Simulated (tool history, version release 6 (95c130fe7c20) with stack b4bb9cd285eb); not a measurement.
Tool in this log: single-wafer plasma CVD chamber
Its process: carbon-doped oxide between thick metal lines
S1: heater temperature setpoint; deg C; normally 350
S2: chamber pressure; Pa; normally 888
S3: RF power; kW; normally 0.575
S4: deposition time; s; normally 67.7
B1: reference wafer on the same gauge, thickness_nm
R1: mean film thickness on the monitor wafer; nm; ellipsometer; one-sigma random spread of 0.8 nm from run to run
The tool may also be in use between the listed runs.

run	day	S1	S2	S3	S4	B1	R1
1	0.000	350	888	0.575	67.7	314.446	336.128
2	1.083	350	888	0.575	67.7	314.058	336.488
3	2.338	359	888	0.575	67.7	314.022	329.152
4	3.312	359	888	0.575	67.7	313.795	330.695
5	3.942	359	888	0.575	67.7	314.145	329.018
6	5.421	350	888	0.575	67.7	313.949	336.681
7	6.358	350	888	0.575	67.7	313.958	337.373
8	7.479	350	888	0.575	67.7	313.612	337.891
9	8.433	350	888	0.575	67.7	314.141	336.852
10	9.071	350	888	0.575	67.7	313.874	336.252
11	10.350	350	888	0.575	67.7	313.879	336.569
12	13.754	350	888	0.575	67.7	313.670	337.822
13	14.988	350	888	0.650	67.7	314.169	377.134
14	15.758	350	888	0.575	67.7	314.089	336.649
15	16.725	350	1052	0.505	55.0	313.993	242.413
16	18.121	350	888	0.525	67.7	314.151	307.407
17	19.104	350	888	0.575	67.7	314.447	337.544
18	19.808	362	888	0.515	67.7	313.974	292.203
19	20.992	350	888	0.575	67.7	313.789	337.583
20	21.838	350	888	0.575	67.7	314.305	336.718
21	22.825	350	701	0.575	67.7	313.624	327.246
22	23.946	363	779	0.575	67.7	314.234	324.209
23	24.808	338	792	0.575	67.7	314.056	342.876
24	25.675	350	888	0.460	67.7	314.220	261.606
25	26.504	342	888	0.475	67.7	314.226	278.280
26	27.508	350	749	0.575	67.7	313.863	331.382
27	28.667	350	888	0.575	67.7	313.971	336.092
28	29.179	350	888	0.475	67.7	314.015	272.075
29	29.808	343	969	0.515	67.7	313.974	308.121

Missing from the log above: 5 entries noted between runs. For each, name the pair of listed runs it sits between and say how the tool's hidden condition differs from the listed run just before to the listed run just after:
Logged between run 10 and run 11: showerhead replaced (day 9.850)
  both runs share identical hidden conditions
Logged between run 11 and run 12: RF generator calibrated (day 13.550)
  both runs share identical hidden conditions
Logged between run 14 and run 15: thermocouple changed; heater temperature recalibrated (day 16.271)
  both runs share identical hidden conditions
Logged between run 19 and run 20: capacitance manometer re-zeroed and calibrated (day 21.692)
  both runs share identical hidden conditions
Logged between run 20 and run 21: gauge calibrated (day 21.929)
  both runs share identical hidden conditions
